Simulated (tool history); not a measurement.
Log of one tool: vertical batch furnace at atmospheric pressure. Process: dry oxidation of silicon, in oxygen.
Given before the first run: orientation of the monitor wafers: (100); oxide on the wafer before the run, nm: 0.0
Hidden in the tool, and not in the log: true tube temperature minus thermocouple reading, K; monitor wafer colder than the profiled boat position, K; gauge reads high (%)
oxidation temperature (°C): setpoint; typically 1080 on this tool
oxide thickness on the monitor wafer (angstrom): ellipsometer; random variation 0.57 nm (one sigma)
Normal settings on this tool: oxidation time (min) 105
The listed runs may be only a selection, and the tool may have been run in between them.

run	hour	oxidation temperature (°C)	oxidation time (min)	wafers since the last listed run	hours since the last temperature calibration	hours since the boat lift was adjusted	hours since the gauge calibration	read-back reference wafer on the same gauge, thickness	oxide thickness on the monitor wafer (angstrom)
1	0	1080	105	0	4001.2	3716.5	450.9	138.91	1451.6
2	37.3	1080	105	387	4038.5	3753.8	488.2	139	1445.9
3	70.5	1080	105	345	4071.7	3787	521.4	138.92	1459
4	119.8	1080	105	512	4121	3836.3	570.7	138.99	1454.8
5	169.2	1080	105	513	4170.4	3885.7	620.1	139.07	1438.6
6	218.5	1080	105	512	4219.7	3935	669.4	138.89	1464.1
7	305.6	1090	105	905	4306.8	4022.1	756.5	138.97	1557.6
8	362	1090	105	586	4363.2	4078.5	812.9	139.02	1553.1
9	399.4	1080	105	388	4400.6	4115.9	850.3	139.17	1449.6
10	464.4	1080	105	675	4465.6	4180.9	915.3	139.01	1443.4
11	514.7	1080	105	522	4515.9	4231.2	965.6	139.02	1450.1
12	586.4	1089	105	745	4587.6	4302.9	1037.3	139.04	1539.6
13	612.9	1089	105	275	4614.1	4329.4	1063.8	139.17	1551.2
14	653.4	1089	105	420	4654.6	4369.9	1104.3	138.99	1540.4
15	691.2	1080	105	392	4692.4	4407.7	1142.1	138.84	1460.6
# hour 715.7: thermocouples replaced and temperature profile calibrated
16	748.6	1080	105	347	32.9	4465.1	1199.5	138.97	1451.2
17	803.3	1080	105	568	87.6	4519.8	1254.2	139.14	1456
18	867.1	1080	94	663	151.4	4583.6	1318	139.06	1350.6
# hour 902.1: gauge calibrated
19	927.3	1080	105	625	211.6	4643.8	25.2	138.94	1448.6
20	962.3	1064	105	363	246.6	4678.8	60.2	138.98	1284.9
21	1008.8	1080	72.5	483	293.1	4725.3	106.7	138.97	1150.9
22	1060.6	1080	105	538	344.9	4777.1	158.5	138.95	1460.5
23	1124.5	1057	78.5	664	408.8	4841	222.4	138.86	1013.4
24	1175.6	1066	130.5	531	459.9	4892.1	273.5	138.91	1508.4
25	1211.9	1080	105	377	496.2	4928.4	309.8	138.98	1452.2
26	1238.4	1080	53.5	275	522.7	4954.9	336.3	139.03	947.6
# hour 1358.7: boat lift adjusted
27	1449.3	1080	81.5	1942	733.6	90.6	547.2	139.01	1243.9
28	1498.7	1080	105	513	783	140	596.6	139	1459.8
29	1570.4	1080	105	745	854.7	211.7	668.3	139.1	1441.7
30	1619.7	1070	132.5	512	904	261	717.6	138.99	1568
31	1658	1093	105	398	942.3	299.3	755.9	138.91	1586.3
32	1729.6	1103	105	744	1013.9	370.9	827.5	139.08	1701.1
33	1794.2	1080	105	671	1078.5	435.5	892.1	138.91	1443.8
34	1848.6	1056	68.5	565	1132.9	489.9	946.5	138.94	915.3
35	1887.7	1080	105	406	1172	529	985.6	139.08	1443.8
36	1924.2	1073	154.5	379	1208.5	565.5	1022.1	138.93	1774.3
37	1969.7	1095	81	472	1254	611	1067.6	138.91	1378
38	2002.9	1080	105	345	1287.2	644.2	1100.8	139.1	1463

Run-by-run hidden state of the tool:
true tube temperature minus thermocouple reading, K: 0 across all the runs
monitor wafer colder than the profiled boat position, K: 0 across all the runs
gauge reads high (%): 0 across all the runs

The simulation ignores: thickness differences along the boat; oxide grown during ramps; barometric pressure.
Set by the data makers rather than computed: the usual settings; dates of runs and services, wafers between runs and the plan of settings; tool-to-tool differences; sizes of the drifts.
